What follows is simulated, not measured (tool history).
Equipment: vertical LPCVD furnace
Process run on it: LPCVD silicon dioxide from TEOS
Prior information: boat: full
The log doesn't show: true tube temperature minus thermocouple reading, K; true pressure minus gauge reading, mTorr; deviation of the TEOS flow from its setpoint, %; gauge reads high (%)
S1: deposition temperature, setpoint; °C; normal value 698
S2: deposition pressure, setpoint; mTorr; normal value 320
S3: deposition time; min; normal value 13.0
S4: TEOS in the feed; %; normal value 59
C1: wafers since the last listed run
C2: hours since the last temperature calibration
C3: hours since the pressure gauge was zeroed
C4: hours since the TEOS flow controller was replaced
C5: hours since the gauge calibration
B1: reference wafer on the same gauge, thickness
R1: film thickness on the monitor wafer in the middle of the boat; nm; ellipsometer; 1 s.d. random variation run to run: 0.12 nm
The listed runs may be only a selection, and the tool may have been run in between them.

run 1 hour=0.0 | S1=698 S2=320 S3=13.0 S4=59 | C1=0 C2=3647.0 C3=3812.6 C4=3199.0 C5=333.7 | B1=83.40 | R1=84.64
run 2 hour=34.7 | S1=698 S2=320 S3=13.0 S4=59 | C1=550 C2=3681.7 C3=3847.3 C4=3233.7 C5=368.4 | B1=83.39 | R1=84.75
-- hour=48.1 gauge calibrated
run 3 hour=50.9 | S1=689 S2=320 S3=13.0 S4=59 | C1=256 C2=3697.9 C3=3863.5 C4=3249.9 C5=2.8 | B1=83.41 | R1=68.71
run 4 hour=84.8 | S1=694 S2=320 S3=13.0 S4=59 | C1=537 C2=3731.8 C3=3897.4 C4=3283.8 C5=36.7 | B1=83.38 | R1=77.25
run 5 hour=113.8 | S1=698 S2=320 S3=13.0 S4=59 | C1=459 C2=3760.8 C3=3926.4 C4=3312.8 C5=65.7 | B1=83.42 | R1=84.78
run 6 hour=147.0 | S1=698 S2=320 S3=13.0 S4=59 | C1=526 C2=3794.0 C3=3959.6 C4=3346.0 C5=98.9 | B1=83.45 | R1=85.05
run 7 hour=171.9 | S1=698 S2=320 S3=13.0 S4=59 | C1=394 C2=3818.9 C3=3984.5 C4=3370.9 C5=123.8 | B1=83.39 | R1=85.19
run 8 hour=185.5 | S1=698 S2=320 S3=13.0 S4=59 | C1=215 C2=3832.5 C3=3998.1 C4=3384.5 C5=137.4 | B1=83.42 | R1=85.08
run 9 hour=221.4 | S1=698 S2=320 S3=13.0 S4=59 | C1=569 C2=3868.4 C3=4034.0 C4=3420.4 C5=173.3 | B1=83.35 | R1=85.21
run 10 hour=235.6 | S1=698 S2=320 S3=13.0 S4=59 | C1=225 C2=3882.6 C3=4048.2 C4=3434.6 C5=187.5 | B1=83.38 | R1=85.57
run 11 hour=256.8 | S1=698 S2=320 S3=15.0 S4=59 | C1=336 C2=3903.8 C3=4069.4 C4=3455.8 C5=208.7 | B1=83.40 | R1=98.27
run 12 hour=283.4 | S1=698 S2=320 S3=15.0 S4=59 | C1=421 C2=3930.4 C3=4096.0 C4=3482.4 C5=235.3 | B1=83.42 | R1=98.94
run 13 hour=309.0 | S1=698 S2=320 S3=9.0 S4=59 | C1=405 C2=3956.0 C3=4121.6 C4=3508.0 C5=260.9 | B1=83.37 | R1=59.25
-- hour=365.0 TEOS flow controller replaced
run 14 hour=365.5 | S1=695 S2=320 S3=13.0 S4=59 | C1=515 C2=4012.5 C3=4178.1 C4=0.5 C5=317.4 | B1=83.41 | R1=80.02
run 15 hour=370.2 | S1=698 S2=320 S3=13.0 S4=59 | C1=74 C2=4017.2 C3=4182.8 C4=5.2 C5=322.1 | B1=83.41 | R1=85.67
run 16 hour=374.9 | S1=692 S2=255 S3=13.0 S4=59 | C1=74 C2=4021.9 C3=4187.5 C4=9.9 C5=326.8 | B1=83.42 | R1=66.70
-- hour=399.9 gauge calibrated
-- hour=400.7 thermocouples replaced and temperature profile calibrated
run 17 hour=401.2 | S1=698 S2=295 S3=13.0 S4=59 | C1=36 C2=0.5 C3=4213.8 C4=36.2 C5=1.3 | B1=83.40 | R1=75.71
run 18 hour=405.8 | S1=698 S2=320 S3=13.0 S4=59 | C1=72 C2=5.1 C3=4218.4 C4=40.8 C5=5.9 | B1=83.40 | R1=78.69
run 19 hour=417.5 | S1=695 S2=320 S3=13.0 S4=59 | C1=185 C2=16.8 C3=4230.1 C4=52.5 C5=17.6 | B1=83.42 | R1=73.29
run 20 hour=432.2 | S1=698 S2=275 S3=13.0 S4=59 | C1=233 C2=31.5 C3=4244.8 C4=67.2 C5=32.3 | B1=83.37 | R1=73.02
-- hour=473.0 pressure gauge zeroed
run 21 hour=473.5 | S1=703 S2=280 S3=18.0 S4=70 | C1=274 C2=72.8 C3=0.5 C4=108.5 C5=73.6 | B1=83.38 | R1=124.76
run 22 hour=492.0 | S1=705 S2=270 S3=8.0 S4=52 | C1=293 C2=91.3 C3=19.0 C4=127.0 C5=92.1 | B1=83.40 | R1=49.10
run 23 hour=519.2 | S1=690 S2=320 S3=13.0 S4=59 | C1=431 C2=118.5 C3=46.2 C4=154.2 C5=119.3 | B1=83.39 | R1=65.33
run 24 hour=545.7 | S1=691 S2=320 S3=13.0 S4=52 | C1=420 C2=145.0 C3=72.7 C4=180.7 C5=145.8 | B1=83.41 | R1=62.69
run 25 hour=568.2 | S1=698 S2=320 S3=13.0 S4=59 | C1=356 C2=167.5 C3=95.2 C4=203.2 C5=168.3 | B1=83.46 | R1=78.83
run 26 hour=603.2 | S1=698 S2=320 S3=13.0 S4=59 | C1=554 C2=202.5 C3=130.2 C4=238.2 C5=203.3 | B1=83.43 | R1=78.70
run 27 hour=630.4 | S1=694 S2=300 S3=10.0 S4=69 | C1=431 C2=229.7 C3=157.4 C4=265.4 C5=230.5 | B1=83.41 | R1=57.88
run 28 hour=662.3 | S1=692 S2=285 S3=13.0 S4=59 | C1=505 C2=261.6 C3=189.3 C4=297.3 C5=262.4 | B1=83.43 | R1=64.45

Predict each of these 5 candidate next runs independently; none follows another, all start after run 28:
run A hour=667.1 | S1=698 S2=320 S3=13.0 S4=59 | C1=76 C2=266.4 C3=194.1 C4=302.1 C5=267.2 | B1=? | R1=?
run B hour=667.1 | S1=698 S2=365 S3=13.0 S4=59 | C1=76 C2=266.4 C3=194.1 C4=302.1 C5=267.2 | B1=? | R1=?
run C hour=667.1 | S1=706 S2=275 S3=10.5 S4=68 | C1=76 C2=266.4 C3=194.1 C4=302.1 C5=267.2 | B1=? | R1=?
run D hour=667.1 | S1=709 S2=240 S3=15.0 S4=59 | C1=76 C2=266.4 C3=194.1 C4=302.1 C5=267.2 | B1=? | R1=?
run E hour=667.1 | S1=698 S2=270 S3=10.0 S4=59 | C1=76 C2=266.4 C3=194.1 C4=302.1 C5=267.2 | B1=? | R1=?

run=A B1=83.42 R1=78.69
run=B B1=83.42 R1=84.04
run=C B1=83.42 R1=76.11
run=D B1=83.42 R1=101.34
run=E B1=83.42 R1=55.60
With the hidden condition removed and each run's random variation left untouched, the same runs would have given:
run=A R1=77.72
run=B R1=83.00
run=C R1=75.19
run=D R1=100.12
run=E R1=54.92
